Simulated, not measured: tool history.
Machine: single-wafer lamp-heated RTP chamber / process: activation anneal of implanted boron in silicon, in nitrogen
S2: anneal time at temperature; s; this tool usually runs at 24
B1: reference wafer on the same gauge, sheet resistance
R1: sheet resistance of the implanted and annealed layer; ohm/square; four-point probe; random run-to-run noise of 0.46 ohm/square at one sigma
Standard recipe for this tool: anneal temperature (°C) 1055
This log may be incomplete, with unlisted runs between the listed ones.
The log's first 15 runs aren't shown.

run 16 day=32.858 | anneal_temperature_(°C)=1055 S2=24 | B1=300.68 | R1=304.51
run 17 day=33.925 | anneal_temperature_(°C)=1036 S2=36 | B1=300.66 | R1=305.02
run 18 day=36.804 | anneal_temperature_(°C)=1046 S2=36 | B1=300.43 | R1=304.20
run 19 day=37.921 | anneal_temperature_(°C)=1031 S2=31 | B1=300.41 | R1=305.56
-- day=39.833 pyrometer window cleaned and pyrometer calibrated
run 20 day=40.208 | anneal_temperature_(°C)=1081 S2=24 | B1=300.65 | R1=302.23
run 21 day=41.571 | anneal_temperature_(°C)=1038 S2=37 | B1=300.45 | R1=303.77
-- day=43.546 reflector plate cleaned
run 22 day=48.867 | anneal_temperature_(°C)=1055 S2=24 | B1=300.71 | R1=305.44
run 23 day=51.429 | anneal_temperature_(°C)=1055 S2=24 | B1=300.52 | R1=305.26
run 24 day=53.108 | anneal_temperature_(°C)=1055 S2=18 | B1=300.50 | R1=306.61
run 25 day=55.942 | anneal_temperature_(°C)=1028 S2=24 | B1=300.81 | R1=307.50
run 26 day=57.762 | anneal_temperature_(°C)=1055 S2=24 | B1=301.03 | R1=305.90
-- day=59.629 reflector plate cleaned
run 27 day=59.817 | anneal_temperature_(°C)=1055 S2=24 | B1=301.08 | R1=305.87
-- day=60.879 pyrometer window cleaned and pyrometer calibrated
run 28 day=62.679 | anneal_temperature_(°C)=1055 S2=24 | B1=301.02 | R1=305.88
run 29 day=64.167 | anneal_temperature_(°C)=1082 S2=37 | B1=301.20 | R1=297.28
run 30 day=66.421 | anneal_temperature_(°C)=1029 S2=15 | B1=301.30 | R1=309.96
run 31 day=71.112 | anneal_temperature_(°C)=1040 S2=24 | B1=301.66 | R1=307.45
run 32 day=73.838 | anneal_temperature_(°C)=1046 S2=17 | B1=301.72 | R1=309.28

What if the next run were any one of these 5? Each begins from the tool's condition after run 32:
run A day=73.854 | anneal_temperature_(°C)=1055 S2=24 | B1=? | R1=?
run B day=73.854 | anneal_temperature_(°C)=1077 S2=18 | B1=? | R1=?
run C day=73.854 | anneal_temperature_(°C)=1081 S2=34 | B1=? | R1=?
run D day=73.854 | anneal_temperature_(°C)=1035 S2=24 | B1=? | R1=?
run E day=73.854 | anneal_temperature_(°C)=1068 S2=12 | B1=? | R1=?

run=A B1=302.01 R1=305.74
run=B B1=302.01 R1=305.29
run=C B1=302.01 R1=298.79
run=D B1=302.01 R1=307.33
run=E B1=302.01 R1=308.60
With the hidden condition removed and each run's random variation left untouched, the same runs would have given:
run=A R1=303.94
run=B R1=303.50
run=C R1=297.03
run=D R1=305.52
run=E R1=306.78
